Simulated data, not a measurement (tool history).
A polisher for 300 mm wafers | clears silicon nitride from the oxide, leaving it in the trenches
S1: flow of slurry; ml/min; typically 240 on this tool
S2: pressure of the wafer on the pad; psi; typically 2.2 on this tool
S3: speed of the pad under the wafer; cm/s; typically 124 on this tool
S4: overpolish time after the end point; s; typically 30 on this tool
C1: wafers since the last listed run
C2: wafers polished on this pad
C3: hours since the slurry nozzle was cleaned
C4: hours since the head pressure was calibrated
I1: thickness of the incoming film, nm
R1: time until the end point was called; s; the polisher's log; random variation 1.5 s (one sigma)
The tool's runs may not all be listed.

Run 1, hour 0.0: usual settings but S3 114 cm/s; C1 0; C2 226; C3 144.8; C4 294.6; I1 121.7. Result: R1 164.9 s.
Run 2, hour 51.9: usual settings but S3 150 cm/s, S4 44 s; C1 291; C2 518; C3 196.7; C4 346.5; I1 121.6. Result: R1 138.8 s.
Run 3, hour 91.3: usual settings; C1 221; C2 739; C3 236.1; C4 385.9; I1 118.5. Result: R1 153.6 s.
At hour 238.7: worn pad replaced by a new one.
Run 4, hour 293.5: usual settings; C1 1113; C2 307; C3 438.3; C4 588.1; I1 118.8. Result: R1 154.4 s.
Run 5, hour 360.2: usual settings but S4 26 s; C1 374; C2 682; C3 505.0; C4 654.8; I1 119.5. Result: R1 152.5 s.
Run 6, hour 405.4: usual settings but S2 1.9 psi; C1 253; C2 936; C3 550.2; C4 700.0; I1 119.8. Result: R1 173.5 s.
Run 7, hour 456.9: usual settings but S2 1.9 psi; C1 289; C2 1225; C3 601.7; C4 751.5; I1 119.9. Result: R1 177.4 s.
Run 8, hour 517.5: usual settings; C1 340; C2 1565; C3 662.3; C4 812.1; I1 120.5. Result: R1 157.4 s.
At hour 534.8: worn pad replaced by a new one.
Run 9, hour 547.4: usual settings; C1 145; C2 70; C3 692.2; C4 842.0; I1 119.6. Result: R1 153.4 s.
Run 10, hour 585.1: usual settings; C1 211; C2 282; C3 729.9; C4 879.7; I1 122.3. Result: R1 159.4 s.
Run 11, hour 611.4: usual settings; C1 147; C2 429; C3 756.2; C4 906.0; I1 117.4. Result: R1 150.2 s.
At hour 626.3: slurry nozzle cleaned.
Run 12, hour 677.1: usual settings but S2 2.7 psi; C1 363; C2 793; C3 50.8; C4 971.7; I1 120.3. Result: R1 129.5 s.
Run 13, hour 706.0: usual settings but S2 2.7 psi; C1 162; C2 955; C3 79.7; C4 1000.6; I1 122.2. Result: R1 130.5 s.
Run 14, hour 736.1: usual settings; C1 169; C2 1124; C3 109.8; C4 1030.7; I1 118.3. Result: R1 152.7 s.
Run 15, hour 770.5: usual settings but S2 1.9 psi; C1 193; C2 1317; C3 144.2; C4 1065.1; I1 120.4. Result: R1 178.1 s.
At hour 822.0: worn pad replaced by a new one.
Run 16, hour 822.5: usual settings but S1 165 ml/min, S2 2.7 psi, S3 142 cm/s, S4 12 s; C1 269; C2 2; C3 196.2; C4 1117.1; I1 122.4. Result: R1 127.0 s.
Run 17, hour 852.8: usual settings but S2 1.4 psi; C1 170; C2 172; C3 226.5; C4 1147.4; I1 121.2. Result: R1 226.0 s.
Run 18, hour 880.0: usual settings; C1 152; C2 325; C3 253.7; C4 1174.6; I1 121.1. Result: R1 157.6 s.
At hour 914.5: head pressure recalibrated.
Run 19, hour 948.9: usual settings but S1 295 ml/min, S3 162 cm/s; C1 375; C2 701; C3 322.6; C4 34.4; I1 118.2. Result: R1 125.8 s.
Run 20, hour 1010.7: usual settings but S1 260 ml/min, S3 104 cm/s, S4 37 s; C1 347; C2 1048; C3 384.4; C4 96.2; I1 118.5. Result: R1 170.3 s.
Run 21, hour 1064.9: usual settings but S4 25 s; C1 304; C2 1352; C3 438.6; C4 150.4; I1 120.1. Result: R1 154.2 s.
Run 22, hour 1127.4: usual settings but S1 310 ml/min, S2 2.4 psi; C1 350; C2 1703; C3 501.1; C4 212.9; I1 120.0. Result: R1 142.4 s.
At hour 1131.6: worn pad replaced by a new one.
Run 23, hour 1326.6: usual settings but S1 205 ml/min; C1 1096; C2 1094; C3 700.3; C4 412.1; I1 120.8. Result: R1 161.1 s.
At hour 1352.0: slurry nozzle cleaned.
Run 24, hour 1380.4: usual settings but S2 2.9 psi, S3 108 cm/s; C1 296; C2 1391; C3 28.4; C4 465.9; I1 122.1. Result: R1 131.8 s.
Run 25, hour 1411.2: usual settings; C1 172; C2 1564; C3 59.2; C4 496.7; I1 119.7. Result: R1 155.7 s.
Run 26, hour 1453.8: usual settings but S1 205 ml/min, S2 1.8 psi; C1 239; C2 1803; C3 101.8; C4 539.3; I1 118.7. Result: R1 183.6 s.
At hour 1495.4: worn pad replaced by a new one.
Run 27, hour 1500.2: usual settings but S4 48 s; C1 238; C2 27; C3 148.2; C4 585.7; I1 120.3. Result: R1 153.9 s.
Run 28, hour 1563.3: usual settings but S1 265 ml/min, S2 2.0 psi; C1 354; C2 381; C3 211.3; C4 648.8; I1 119.8. Result: R1 167.4 s.
Run 29, hour 1618.1: usual settings but S2 2.5 psi; C1 307; C2 689; C3 266.1; C4 703.6; I1 121.4. Result: R1 137.4 s.

Exercise: give the hidden state of the tool at every run:
removal rate lost through wear of the pad, %: 0 in every run
slurry flow missing at the pad, %: 0 in every run
deviation of the head's pressure from its setpoint, %: 0 in every run
